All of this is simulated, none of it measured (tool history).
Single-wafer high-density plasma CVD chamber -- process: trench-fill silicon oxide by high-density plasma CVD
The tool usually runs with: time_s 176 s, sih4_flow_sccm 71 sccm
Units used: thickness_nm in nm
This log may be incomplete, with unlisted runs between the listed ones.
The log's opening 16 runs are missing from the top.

run,day,time_s,sih4_flow_sccm,wafers since the last listed run,hours since the silane flow controller was replaced,hours since the gauge calibration,"read-back reference wafer on the same gauge, thickness_nm",thickness_nm
17,53.012,176,71,490,3674.6,89.6,1035.831,1185.563
18,56.775,176,71,518,3764.9,179.9,1037.382,1187.483
19,60.683,176,65,538,3858.7,273.7,1038.898,1103.606
20,62.312,161,78,224,3897.8,312.8,1039.416,1174.869
21,65.696,201,71,466,3979,394,1040.624,1353.509
22,68.017,157,58,319,4034.7,449.7,1042.432,905.905
23,70.108,165,71,288,4084.9,499.9,1043.004,1117.738
# day 73.458: silane flow controller replaced
24,74.371,167,57,541,21.9,602.2,1044.731,953.288
25,77.825,207,59,475,104.8,685.1,1045.205,1209.532
26,80.112,176,71,315,159.7,740,1045.743,1191.412
27,83.083,208,80,409,231,811.3,1047.061,1560.146
28,85.396,153,60,318,286.5,866.8,1047.699,911.717
29,89.192,176,85,522,377.6,957.9,1048.024,1394.202
30,91.429,176,79,308,431.3,1011.6,1048.773,1309.432
31,94.975,176,80,488,516.4,1096.7,1049.078,1327.56
32,98.85,193,81,533,609.4,1189.7,1049.81,1470.728
33,102.8,147,77,544,704.2,1284.5,1050.74,1079.985
34,106.683,202,84,534,797.4,1377.7,1051.424,1585.694
35,108.825,176,71,295,848.8,1429.1,1051.674,1209.927
36,112.662,176,71,528,940.9,1521.2,1052.164,1203.05
37,116.696,176,71,555,1037.7,1618,1052.245,1202.909
38,119.504,167,57,386,1105.1,1685.4,1053.567,959.195
39,121.95,176,75,336,1163.8,1744.1,1053.677,1264.481

Predict each of these 3 candidate next runs independently; none follows another, all start after run 39:
A,121.967,176,71,2,1164.2,1744.5,?,?
B,121.967,142,71,2,1164.2,1744.5,?,?
C,121.967,156,65,2,1164.2,1744.5,?,?

run,"read-back reference wafer on the same gauge, thickness_nm",thickness_nm
A,1053.584,1206.087
B,1053.584,973.093
C,1053.584,994.522
Had the tool no hidden state, the same runs would have come out as:
run,thickness_nm
A,1179.053
B,951.281
C,972.231

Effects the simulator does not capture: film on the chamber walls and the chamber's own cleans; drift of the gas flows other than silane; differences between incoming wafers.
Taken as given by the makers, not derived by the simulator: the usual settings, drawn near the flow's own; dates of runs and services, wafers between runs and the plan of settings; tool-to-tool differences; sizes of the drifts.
